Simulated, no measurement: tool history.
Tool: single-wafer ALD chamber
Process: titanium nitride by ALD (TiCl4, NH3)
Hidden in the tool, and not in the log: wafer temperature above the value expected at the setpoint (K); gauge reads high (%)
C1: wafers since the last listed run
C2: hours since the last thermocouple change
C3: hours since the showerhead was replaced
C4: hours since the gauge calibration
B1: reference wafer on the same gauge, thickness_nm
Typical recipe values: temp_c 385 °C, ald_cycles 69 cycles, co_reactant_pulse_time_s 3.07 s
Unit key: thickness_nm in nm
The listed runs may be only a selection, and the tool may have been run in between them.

run 1 hour=0.0 | temp_c=385 ald_cycles=69 co_reactant_pulse_time_s=2.59 | C1=0 C2=871.2 C3=4522.0 C4=56.3 | B1=1.330 | thickness_nm=1.530
run 2 hour=36.3 | temp_c=385 ald_cycles=69 co_reactant_pulse_time_s=2.59 | C1=92 C2=907.5 C3=4558.3 C4=92.6 | B1=1.330 | thickness_nm=1.531
run 3 hour=106.0 | temp_c=385 ald_cycles=69 co_reactant_pulse_time_s=2.59 | C1=176 C2=977.2 C3=4628.0 C4=162.3 | B1=1.330 | thickness_nm=1.527
run 4 hour=213.4 | temp_c=390 ald_cycles=76 co_reactant_pulse_time_s=3.07 | C1=272 C2=1084.6 C3=4735.4 C4=269.7 | B1=1.330 | thickness_nm=1.696
run 5 hour=261.3 | temp_c=390 ald_cycles=76 co_reactant_pulse_time_s=3.07 | C1=121 C2=1132.5 C3=4783.3 C4=317.6 | B1=1.328 | thickness_nm=1.697
run 6 hour=308.8 | temp_c=385 ald_cycles=69 co_reactant_pulse_time_s=3.07 | C1=120 C2=1180.0 C3=4830.8 C4=365.1 | B1=1.331 | thickness_nm=1.538
run 7 hour=358.4 | temp_c=385 ald_cycles=69 co_reactant_pulse_time_s=3.07 | C1=125 C2=1229.6 C3=4880.4 C4=414.7 | B1=1.331 | thickness_nm=1.528
run 8 hour=439.1 | temp_c=385 ald_cycles=69 co_reactant_pulse_time_s=3.07 | C1=204 C2=1310.3 C3=4961.1 C4=495.4 | B1=1.330 | thickness_nm=1.533
run 9 hour=495.6 | temp_c=385 ald_cycles=60 co_reactant_pulse_time_s=2.70 | C1=143 C2=1366.8 C3=5017.6 C4=551.9 | B1=1.329 | thickness_nm=1.329
run 10 hour=547.8 | temp_c=385 ald_cycles=60 co_reactant_pulse_time_s=2.70 | C1=132 C2=1419.0 C3=5069.8 C4=604.1 | B1=1.330 | thickness_nm=1.328
run 11 hour=635.2 | temp_c=385 ald_cycles=69 co_reactant_pulse_time_s=3.41 | C1=221 C2=1506.4 C3=5157.2 C4=691.5 | B1=1.329 | thickness_nm=1.535
run 12 hour=697.6 | temp_c=385 ald_cycles=69 co_reactant_pulse_time_s=3.41 | C1=158 C2=1568.8 C3=5219.6 C4=753.9 | B1=1.331 | thickness_nm=1.543
run 13 hour=797.3 | temp_c=385 ald_cycles=69 co_reactant_pulse_time_s=3.41 | C1=252 C2=1668.5 C3=5319.3 C4=853.6 | B1=1.330 | thickness_nm=1.542
-- hour=845.4 thermocouple changed; heater temperature recalibrated
run 14 hour=1066.6 | temp_c=385 ald_cycles=69 co_reactant_pulse_time_s=3.07 | C1=662 C2=221.2 C3=5588.6 C4=1122.9 | B1=1.329 | thickness_nm=1.533
run 15 hour=1111.6 | temp_c=385 ald_cycles=69 co_reactant_pulse_time_s=3.07 | C1=114 C2=266.2 C3=5633.6 C4=1167.9 | B1=1.331 | thickness_nm=1.530
run 16 hour=1151.3 | temp_c=385 ald_cycles=69 co_reactant_pulse_time_s=3.07 | C1=100 C2=305.9 C3=5673.3 C4=1207.6 | B1=1.329 | thickness_nm=1.531
run 17 hour=1216.1 | temp_c=385 ald_cycles=69 co_reactant_pulse_time_s=3.07 | C1=164 C2=370.7 C3=5738.1 C4=1272.4 | B1=1.330 | thickness_nm=1.529
run 18 hour=1279.0 | temp_c=389 ald_cycles=75 co_reactant_pulse_time_s=4.19 | C1=159 C2=433.6 C3=5801.0 C4=1335.3 | B1=1.330 | thickness_nm=1.692
run 19 hour=1372.7 | temp_c=374 ald_cycles=61 co_reactant_pulse_time_s=3.07 | C1=237 C2=527.3 C3=5894.7 C4=1429.0 | B1=1.330 | thickness_nm=1.344
run 20 hour=1480.0 | temp_c=395 ald_cycles=69 co_reactant_pulse_time_s=3.07 | C1=272 C2=634.6 C3=6002.0 C4=1536.3 | B1=1.330 | thickness_nm=1.544
run 21 hour=1516.4 | temp_c=378 ald_cycles=57 co_reactant_pulse_time_s=2.03 | C1=92 C2=671.0 C3=6038.4 C4=1572.7 | B1=1.330 | thickness_nm=1.239
run 22 hour=1564.2 | temp_c=385 ald_cycles=69 co_reactant_pulse_time_s=3.07 | C1=121 C2=718.8 C3=6086.2 C4=1620.5 | B1=1.330 | thickness_nm=1.539
-- hour=1590.0 gauge calibrated
run 23 hour=1640.3 | temp_c=385 ald_cycles=69 co_reactant_pulse_time_s=3.07 | C1=193 C2=794.9 C3=6162.3 C4=50.3 | B1=1.330 | thickness_nm=1.531
run 24 hour=1725.2 | temp_c=385 ald_cycles=69 co_reactant_pulse_time_s=3.07 | C1=215 C2=879.8 C3=6247.2 C4=135.2 | B1=1.331 | thickness_nm=1.535
run 25 hour=1809.7 | temp_c=389 ald_cycles=64 co_reactant_pulse_time_s=4.23 | C1=214 C2=964.3 C3=6331.7 C4=219.7 | B1=1.330 | thickness_nm=1.436
-- hour=1869.2 showerhead replaced
run 26 hour=1916.3 | temp_c=373 ald_cycles=69 co_reactant_pulse_time_s=2.02 | C1=250 C2=1070.9 C3=47.1 C4=326.3 | B1=1.329 | thickness_nm=1.489
run 27 hour=2050.0 | temp_c=390 ald_cycles=58 co_reactant_pulse_time_s=2.15 | C1=339 C2=1204.6 C3=180.8 C4=460.0 | B1=1.329 | thickness_nm=1.280
run 28 hour=2157.5 | temp_c=385 ald_cycles=80 co_reactant_pulse_time_s=3.07 | C1=272 C2=1312.1 C3=288.3 C4=567.5 | B1=1.329 | thickness_nm=1.789
run 29 hour=2198.9 | temp_c=378 ald_cycles=63 co_reactant_pulse_time_s=3.07 | C1=105 C2=1353.5 C3=329.7 C4=608.9 | B1=1.330 | thickness_nm=1.392
run 30 hour=2250.1 | temp_c=385 ald_cycles=69 co_reactant_pulse_time_s=2.28 | C1=129 C2=1404.7 C3=380.9 C4=660.1 | B1=1.331 | thickness_nm=1.524
run 31 hour=2296.4 | temp_c=389 ald_cycles=69 co_reactant_pulse_time_s=2.58 | C1=117 C2=1451.0 C3=427.2 C4=706.4 | B1=1.329 | thickness_nm=1.539
run 32 hour=2391.5 | temp_c=385 ald_cycles=69 co_reactant_pulse_time_s=3.07 | C1=241 C2=1546.1 C3=522.3 C4=801.5 | B1=1.331 | thickness_nm=1.536
run 33 hour=2469.5 | temp_c=377 ald_cycles=60 co_reactant_pulse_time_s=4.24 | C1=197 C2=1624.1 C3=600.3 C4=879.5 | B1=1.330 | thickness_nm=1.341
run 34 hour=2550.6 | temp_c=385 ald_cycles=69 co_reactant_pulse_time_s=3.07 | C1=205 C2=1705.2 C3=681.4 C4=960.6 | B1=1.331 | thickness_nm=1.534
run 35 hour=2651.3 | temp_c=385 ald_cycles=58 co_reactant_pulse_time_s=4.01 | C1=255 C2=1805.9 C3=782.1 C4=1061.3 | B1=1.329 | thickness_nm=1.308

For each entry between runs, how does the tool's hidden state at the last listed run before it compare with that at the first listed run after it?
From run 13 to run 14: thermocouple changed; heater temperature recalibrated (hour 845.4)
  both runs share identical hidden conditions
From run 22 to run 23: gauge calibrated (hour 1590.0)
  both runs share identical hidden conditions
From run 25 to run 26: showerhead replaced (hour 1869.2)
  both runs share identical hidden conditions

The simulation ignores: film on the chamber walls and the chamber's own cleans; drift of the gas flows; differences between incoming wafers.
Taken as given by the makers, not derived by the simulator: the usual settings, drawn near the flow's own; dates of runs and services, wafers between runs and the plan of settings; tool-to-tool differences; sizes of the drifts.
